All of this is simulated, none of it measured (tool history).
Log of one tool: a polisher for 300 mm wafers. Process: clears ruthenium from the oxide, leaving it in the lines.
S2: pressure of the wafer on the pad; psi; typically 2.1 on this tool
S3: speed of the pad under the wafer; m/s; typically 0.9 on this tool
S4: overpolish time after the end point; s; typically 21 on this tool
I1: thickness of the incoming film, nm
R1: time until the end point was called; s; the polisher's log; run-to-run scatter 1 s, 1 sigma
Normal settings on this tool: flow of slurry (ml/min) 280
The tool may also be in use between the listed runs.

{"run": 1, "hour": 0.0, "flow of slurry (ml/min)": 280, "S2": 2.1, "S3": 0.9, "S4": 21, "I1": 98.6, "R1": 75.1}
{"hour": 51.1, "done": "slurry nozzle cleaned"}
{"run": 2, "hour": 52.3, "flow of slurry (ml/min)": 280, "S2": 2.1, "S3": 0.9, "S4": 21, "I1": 100.6, "R1": 77.1}
{"hour": 66.8, "done": "worn pad replaced by a new one"}
{"run": 3, "hour": 104.1, "flow of slurry (ml/min)": 280, "S2": 2.1, "S3": 0.9, "S4": 21, "I1": 99.8, "R1": 75.5}
{"run": 4, "hour": 172.7, "flow of slurry (ml/min)": 280, "S2": 2.1, "S3": 0.9, "S4": 16, "I1": 99.9, "R1": 76.1}
{"run": 5, "hour": 238.9, "flow of slurry (ml/min)": 280, "S2": 2.1, "S3": 0.9, "S4": 16, "I1": 100.2, "R1": 74.2}
{"run": 6, "hour": 306.4, "flow of slurry (ml/min)": 280, "S2": 2.1, "S3": 0.9, "S4": 16, "I1": 100.7, "R1": 75.5}
{"run": 7, "hour": 369.9, "flow of slurry (ml/min)": 280, "S2": 2.6, "S3": 1.08, "S4": 21, "I1": 99.7, "R1": 52}
{"hour": 439.8, "done": "worn pad replaced by a new one"}
{"run": 8, "hour": 440.3, "flow of slurry (ml/min)": 280, "S2": 2.1, "S3": 0.9, "S4": 21, "I1": 101.5, "R1": 78.1}
{"hour": 441.3, "done": "slurry nozzle cleaned"}
{"run": 9, "hour": 550.0, "flow of slurry (ml/min)": 280, "S2": 2.1, "S3": 0.9, "S4": 21, "I1": 97.8, "R1": 73.7}
{"run": 10, "hour": 604.8, "flow of slurry (ml/min)": 280, "S2": 2.1, "S3": 0.9, "S4": 21, "I1": 100.2, "R1": 76.6}
{"hour": 777.5, "done": "slurry nozzle cleaned"}
{"run": 11, "hour": 779.2, "flow of slurry (ml/min)": 280, "S2": 2.1, "S3": 0.9, "S4": 21, "I1": 98.9, "R1": 75}
{"run": 12, "hour": 816.7, "flow of slurry (ml/min)": 280, "S2": 2.1, "S3": 0.9, "S4": 29, "I1": 100.3, "R1": 74.7}
{"hour": 840.5, "done": "worn pad replaced by a new one"}
{"run": 13, "hour": 865.5, "flow of slurry (ml/min)": 280, "S2": 2.1, "S3": 0.9, "S4": 29, "I1": 99.5, "R1": 74.4}
{"run": 14, "hour": 890.6, "flow of slurry (ml/min)": 280, "S2": 2.1, "S3": 0.9, "S4": 21, "I1": 101, "R1": 76}
{"hour": 919.3, "done": "head pressure recalibrated"}
{"run": 15, "hour": 942.5, "flow of slurry (ml/min)": 280, "S2": 2.1, "S3": 0.9, "S4": 21, "I1": 98.6, "R1": 74}
{"run": 16, "hour": 976.9, "flow of slurry (ml/min)": 280, "S2": 2.1, "S3": 0.9, "S4": 21, "I1": 100.3, "R1": 75.4}
{"run": 17, "hour": 1055.7, "flow of slurry (ml/min)": 280, "S2": 2.6, "S3": 0.9, "S4": 21, "I1": 98.1, "R1": 61.1}
{"run": 18, "hour": 1123.0, "flow of slurry (ml/min)": 280, "S2": 2.1, "S3": 0.9, "S4": 29, "I1": 99.7, "R1": 75.4}
{"hour": 1128.9, "done": "slurry nozzle cleaned"}
{"run": 19, "hour": 1165.1, "flow of slurry (ml/min)": 280, "S2": 2.1, "S3": 0.9, "S4": 21, "I1": 98.6, "R1": 74.9}
{"hour": 1181.6, "done": "worn pad replaced by a new one"}
{"run": 20, "hour": 1203.0, "flow of slurry (ml/min)": 310, "S2": 2.1, "S3": 0.62, "S4": 21, "I1": 101.6, "R1": 111.1}
{"run": 21, "hour": 1272.3, "flow of slurry (ml/min)": 335, "S2": 2.1, "S3": 1.04, "S4": 29, "I1": 97.7, "R1": 62.7}
{"run": 22, "hour": 1304.8, "flow of slurry (ml/min)": 210, "S2": 2.4, "S3": 1, "S4": 21, "I1": 99, "R1": 60.6}
{"run": 23, "hour": 1354.1, "flow of slurry (ml/min)": 280, "S2": 2.1, "S3": 0.9, "S4": 21, "I1": 100.4, "R1": 75.5}
{"run": 24, "hour": 1417.6, "flow of slurry (ml/min)": 280, "S2": 2.1, "S3": 0.9, "S4": 21, "I1": 99.1, "R1": 75.5}
{"run": 25, "hour": 1472.9, "flow of slurry (ml/min)": 280, "S2": 2.3, "S3": 1.14, "S4": 21, "I1": 101.3, "R1": 53.9}
{"hour": 1477.1, "done": "slurry nozzle cleaned"}
{"run": 26, "hour": 1503.5, "flow of slurry (ml/min)": 220, "S2": 2.1, "S3": 0.72, "S4": 18, "I1": 98.9, "R1": 95.5}
{"hour": 1546.8, "done": "worn pad replaced by a new one"}
{"run": 27, "hour": 1547.3, "flow of slurry (ml/min)": 370, "S2": 1.5, "S3": 1.12, "S4": 8, "I1": 100.9, "R1": 86.7}
{"run": 28, "hour": 1597.9, "flow of slurry (ml/min)": 230, "S2": 2.1, "S3": 0.9, "S4": 31, "I1": 99.3, "R1": 77.4}
{"run": 29, "hour": 1646.9, "flow of slurry (ml/min)": 195, "S2": 1.8, "S3": 0.68, "S4": 14, "I1": 99.8, "R1": 118}
{"run": 30, "hour": 1694.1, "flow of slurry (ml/min)": 235, "S2": 2.1, "S3": 0.9, "S4": 31, "I1": 101.2, "R1": 76.4}
{"run": 31, "hour": 1741.5, "flow of slurry (ml/min)": 225, "S2": 2.3, "S3": 0.78, "S4": 33, "I1": 99.2, "R1": 80.7}
{"hour": 1802.6, "done": "slurry nozzle cleaned"}
{"run": 32, "hour": 1803.1, "flow of slurry (ml/min)": 280, "S2": 2.1, "S3": 0.9, "S4": 13, "I1": 99.3, "R1": 76.5}

Forecast each of these 5 alternatives for the next run:
{"run": "A", "hour": 1803.6, "flow of slurry (ml/min)": 280, "S2": 2.1, "S3": 0.9, "S4": 21, "I1": 99.8, "R1": "?"}
{"run": "B", "hour": 1803.6, "flow of slurry (ml/min)": 360, "S2": 2.1, "S3": 0.9, "S4": 21, "I1": 99.8, "R1": "?"}
{"run": "C", "hour": 1803.6, "flow of slurry (ml/min)": 320, "S2": 1.8, "S3": 0.82, "S4": 21, "I1": 99.8, "R1": "?"}
{"run": "D", "hour": 1803.6, "flow of slurry (ml/min)": 280, "S2": 2.7, "S3": 0.9, "S4": 17, "I1": 99.8, "R1": "?"}
{"run": "E", "hour": 1803.6, "flow of slurry (ml/min)": 235, "S2": 1.5, "S3": 1.06, "S4": 16, "I1": 99.8, "R1": "?"}

run=A R1=75.7
run=B R1=74.5
run=C R1=95.9
run=D R1=59.1
run=E R1=90.6
Take away the tool's hidden state, keep each run's random variation, and the runs would have read:
run=A R1=75.7
run=B R1=74.5
run=C R1=95.9
run=D R1=59.1
run=E R1=90.6
